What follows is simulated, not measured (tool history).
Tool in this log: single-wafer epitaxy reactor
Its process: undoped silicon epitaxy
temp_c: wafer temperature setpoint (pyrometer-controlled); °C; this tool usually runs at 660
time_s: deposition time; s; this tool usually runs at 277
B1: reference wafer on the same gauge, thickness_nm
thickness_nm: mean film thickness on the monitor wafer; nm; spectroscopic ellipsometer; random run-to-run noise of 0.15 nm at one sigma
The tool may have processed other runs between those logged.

{"run": 1, "hour": 0.0, "temp_c": 660, "time_s": 277, "B1": 51.016, "thickness_nm": 58.906}
{"run": 2, "hour": 78.4, "temp_c": 660, "time_s": 277, "B1": 51.099, "thickness_nm": 58.433}
{"run": 3, "hour": 128.3, "temp_c": 660, "time_s": 277, "B1": 51.091, "thickness_nm": 58.918}
{"run": 4, "hour": 235.1, "temp_c": 660, "time_s": 277, "B1": 51.156, "thickness_nm": 58.666}
{"run": 5, "hour": 290.0, "temp_c": 660, "time_s": 277, "B1": 51.105, "thickness_nm": 58.868}
{"run": 6, "hour": 392.7, "temp_c": 664, "time_s": 277, "B1": 51.119, "thickness_nm": 63.206}
{"run": 7, "hour": 466.5, "temp_c": 660, "time_s": 277, "B1": 51.059, "thickness_nm": 58.822}
{"run": 8, "hour": 564.0, "temp_c": 660, "time_s": 277, "B1": 51.084, "thickness_nm": 59.0}
{"run": 9, "hour": 632.3, "temp_c": 660, "time_s": 277, "B1": 51.086, "thickness_nm": 58.905}
{"run": 10, "hour": 673.0, "temp_c": 660, "time_s": 277, "B1": 51.111, "thickness_nm": 59.27}
{"run": 11, "hour": 735.6, "temp_c": 660, "time_s": 235, "B1": 51.078, "thickness_nm": 50.016}
{"run": 12, "hour": 810.9, "temp_c": 660, "time_s": 235, "B1": 51.122, "thickness_nm": 50.202}
{"run": 13, "hour": 857.5, "temp_c": 668, "time_s": 277, "B1": 51.119, "thickness_nm": 68.783}
{"run": 14, "hour": 928.6, "temp_c": 660, "time_s": 289, "B1": 51.031, "thickness_nm": 61.839}
{"run": 15, "hour": 999.7, "temp_c": 666, "time_s": 277, "B1": 51.122, "thickness_nm": 66.298}
{"run": 16, "hour": 1065.7, "temp_c": 654, "time_s": 298, "B1": 51.067, "thickness_nm": 57.05}
{"run": 17, "hour": 1170.7, "temp_c": 654, "time_s": 298, "B1": 51.124, "thickness_nm": 57.227}
{"run": 18, "hour": 1210.3, "temp_c": 660, "time_s": 277, "B1": 51.099, "thickness_nm": 59.496}
{"run": 19, "hour": 1268.7, "temp_c": 660, "time_s": 277, "B1": 51.051, "thickness_nm": 59.821}
{"run": 20, "hour": 1330.7, "temp_c": 660, "time_s": 277, "B1": 51.09, "thickness_nm": 59.792}
{"run": 21, "hour": 1394.9, "temp_c": 651, "time_s": 324, "B1": 51.073, "thickness_nm": 58.97}
{"run": 22, "hour": 1436.4, "temp_c": 660, "time_s": 277, "B1": 51.143, "thickness_nm": 58.152}
{"run": 23, "hour": 1538.8, "temp_c": 660, "time_s": 289, "B1": 51.07, "thickness_nm": 60.523}
{"run": 24, "hour": 1624.3, "temp_c": 652, "time_s": 330, "B1": 51.084, "thickness_nm": 59.663}
{"run": 25, "hour": 1724.6, "temp_c": 654, "time_s": 331, "B1": 51.121, "thickness_nm": 62.126}
{"run": 26, "hour": 1830.7, "temp_c": 660, "time_s": 277, "B1": 51.061, "thickness_nm": 58.309}
{"run": 27, "hour": 1912.2, "temp_c": 649, "time_s": 313, "B1": 51.091, "thickness_nm": 53.255}
{"run": 28, "hour": 1956.0, "temp_c": 668, "time_s": 309, "B1": 51.084, "thickness_nm": 74.93}
{"run": 29, "hour": 2036.5, "temp_c": 652, "time_s": 319, "B1": 51.038, "thickness_nm": 57.623}
{"run": 30, "hour": 2120.3, "temp_c": 660, "time_s": 300, "B1": 51.137, "thickness_nm": 63.279}
{"run": 31, "hour": 2209.3, "temp_c": 650, "time_s": 297, "B1": 51.096, "thickness_nm": 51.666}
{"run": 32, "hour": 2293.2, "temp_c": 669, "time_s": 332, "B1": 51.091, "thickness_nm": 83.023}
{"run": 33, "hour": 2380.5, "temp_c": 673, "time_s": 224, "B1": 51.122, "thickness_nm": 59.814}
{"run": 34, "hour": 2433.6, "temp_c": 651, "time_s": 277, "B1": 51.072, "thickness_nm": 49.34}
{"run": 35, "hour": 2491.0, "temp_c": 660, "time_s": 244, "B1": 51.101, "thickness_nm": 51.66}
{"run": 36, "hour": 2765.4, "temp_c": 675, "time_s": 277, "B1": 51.027, "thickness_nm": 77.607}
{"run": 37, "hour": 2814.7, "temp_c": 649, "time_s": 320, "B1": 51.144, "thickness_nm": 55.093}
{"run": 38, "hour": 2886.3, "temp_c": 654, "time_s": 324, "B1": 51.141, "thickness_nm": 61.659}
{"run": 39, "hour": 2926.0, "temp_c": 674, "time_s": 277, "B1": 51.114, "thickness_nm": 76.161}
{"run": 40, "hour": 2977.6, "temp_c": 660, "time_s": 277, "B1": 51.089, "thickness_nm": 58.713}

Not shown: 2 entries that the log had between the listed runs. Between which runs, and how does the tool's hidden state differ before and after?
In the gap between runs 16 and 17: gauge calibrated (hour 1121.5)
  wafer temperature above the value expected at the setpoint (K): 0.995 -> 1.11
  measured value less the no-hidden-state value, thickness_nm: +1.066 -> +1.196 nm
In the gap between runs 21 and 22: pyrometer calibrated (hour 1421.2)
  wafer temperature above the value expected at the setpoint (K): 1.39 -> -0.21
  measured value less the no-hidden-state value, thickness_nm: +1.542 -> -0.229 nm
